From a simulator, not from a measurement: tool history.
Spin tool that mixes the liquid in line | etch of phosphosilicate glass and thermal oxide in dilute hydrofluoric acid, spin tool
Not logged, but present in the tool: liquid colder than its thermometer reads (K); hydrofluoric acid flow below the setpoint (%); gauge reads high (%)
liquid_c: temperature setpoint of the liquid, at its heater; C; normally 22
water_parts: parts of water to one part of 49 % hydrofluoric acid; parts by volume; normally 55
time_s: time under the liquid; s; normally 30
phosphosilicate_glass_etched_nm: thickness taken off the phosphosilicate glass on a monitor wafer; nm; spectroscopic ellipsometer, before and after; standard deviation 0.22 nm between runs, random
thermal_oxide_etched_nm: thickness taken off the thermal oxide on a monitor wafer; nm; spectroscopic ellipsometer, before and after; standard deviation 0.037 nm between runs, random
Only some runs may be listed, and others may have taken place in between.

run   hour  liquid_c  water_parts  time_s  wafers since the last listed run  hours since the thermometer was replaced  hours since the hydrofluoric acid flow meter was replaced  hours since the gauge calibration  read-back film thickness of the phosphosilicate glass reference wafer, read on the same gauge (nm)  read-back film thickness of the thermal oxide reference wafer, read on the same gauge (nm)  phosphosilicate_glass_etched_nm  thermal_oxide_etched_nm
  1      0        22           55      30                                 0                                     373.2                                                     2370.6                              464.7                                                                                               99.99                                                                                     149.976                            54.06                    2.484
       2.9  -- gauge calibrated
  2   13.6        22           55      30                               134                                     386.8                                                     2384.2                               10.7                                                                                              100.01                                                                                     149.981                            53.75                     2.36
  3   20.7        22           55      30                                70                                     393.9                                                     2391.3                               17.8                                                                                              100.04                                                                                     149.986                            53.67                    2.469
  4   38.6        22           70      30                               176                                     411.8                                                     2409.2                               35.7                                                                                              100.05                                                                                     150.024                            41.56                     1.84
  5   72.9        22           55      30                               338                                     446.1                                                     2443.5                                 70                                                                                                 100                                                                                     150.017                            53.96                    2.467
        78  -- thermometer replaced
  6   84.3        22           55      30                               102                                       6.3                                                     2454.9                               81.4                                                                                              100.01                                                                                     149.955                            54.34                    2.509
  7   99.6        22           55      30                               151                                      21.6                                                     2470.2                               96.7                                                                                               99.98                                                                                     150.015                            53.87                    2.375
  8  107.8        20           40      30                                81                                      29.8                                                     2478.4                              104.9                                                                                              100.01                                                                                     149.997                            69.71                    3.087
  9  115.4      23.5           75      50                                75                                      37.4                                                       2486                              112.5                                                                                                 100                                                                                     149.999                            68.07                    3.186
 10  127.4      17.5           75      15                               118                                      49.4                                                       2498                              124.5                                                                                               99.98                                                                                     150.018                            16.04                    0.711
     128.9  -- hydrofluoric acid flow meter replaced
 11  144.1        19           55      45                               155                                      66.1                                                       15.2                              141.2                                                                                              100.03                                                                                     150.039                            71.21                    3.218
 12  161.2        20           55      30                               168                                      83.2                                                       32.3                              158.3                                                                                               99.99                                                                                     149.975                            49.75                    2.261
 13  176.5        18           30      45                               151                                      98.5                                                       47.6                              173.6                                                                                              100.02                                                                                     150.026                            129.1                    5.831
 14  193.4        24           45      20                               167                                     115.4                                                       64.5                              190.5                                                                                                 100                                                                                     150.044                            48.47                    2.194
 15  203.6        22           55      30                               100                                     125.6                                                       74.7                              200.7                                                                                              100.02                                                                                     150.003                            54.05                    2.453
 16  220.2        22           30      50                               164                                     142.2                                                       91.3                              217.3                                                                                              100.01                                                                                     150.006                           169.82                    7.645
 17  237.5        19           35      30                               170                                     159.5                                                      108.6                              234.6                                                                                                 100                                                                                      150.01                            76.84                    3.517
 18  243.7        19           55      20                                61                                     165.7                                                      114.8                              240.8                                                                                              100.02                                                                                     149.991                             31.7                    1.451
 19  257.1      19.5           40      15                               132                                     179.1                                                      128.2                              254.2                                                                                              100.01                                                                                     150.016                            33.99                    1.513
 20  272.4        22           55      30                               151                                     194.4                                                      143.5                              269.5                                                                                               99.96                                                                                     149.981                            53.98                     2.45
 21  307.1        22           55      30                               342                                     229.1                                                      178.2                              304.2                                                                                              100.01                                                                                     150.012                            54.07                    2.473
 22  313.9        22           80      30                                67                                     235.9                                                        185                                311                                                                                               99.99                                                                                     150.018                            35.93                    1.592
 23  321.3      17.5           55      45                                73                                     243.3                                                      192.4                              318.4                                                                                               99.97                                                                                     149.996                            67.07                    2.979
 24  345.6        19           80      40                               240                                     267.6                                                      216.7                              342.7                                                                                              100.02                                                                                     150.019                            42.72                    1.952
 25  360.1        18           25      15                               143                                     282.1                                                      231.2                              357.2                                                                                                 100                                                                                     149.992                               52                    2.321
 26  376.2        19           80      40                               159                                     298.2                                                      247.3                              373.3                                                                                              100.01                                                                                     149.989                            42.51                    1.905

Entry by entry between the runs, the difference in hidden state between the last listed run before and the first listed run after:
From run 1 to run 2: gauge calibrated (hour 2.9)
  the hidden state is the same at both runs
From run 5 to run 6: thermometer replaced (hour 78)
  the hidden state is the same at both runs
From run 10 to run 11: hydrofluoric acid flow meter replaced (hour 128.9)
  the hidden state is the same at both runs
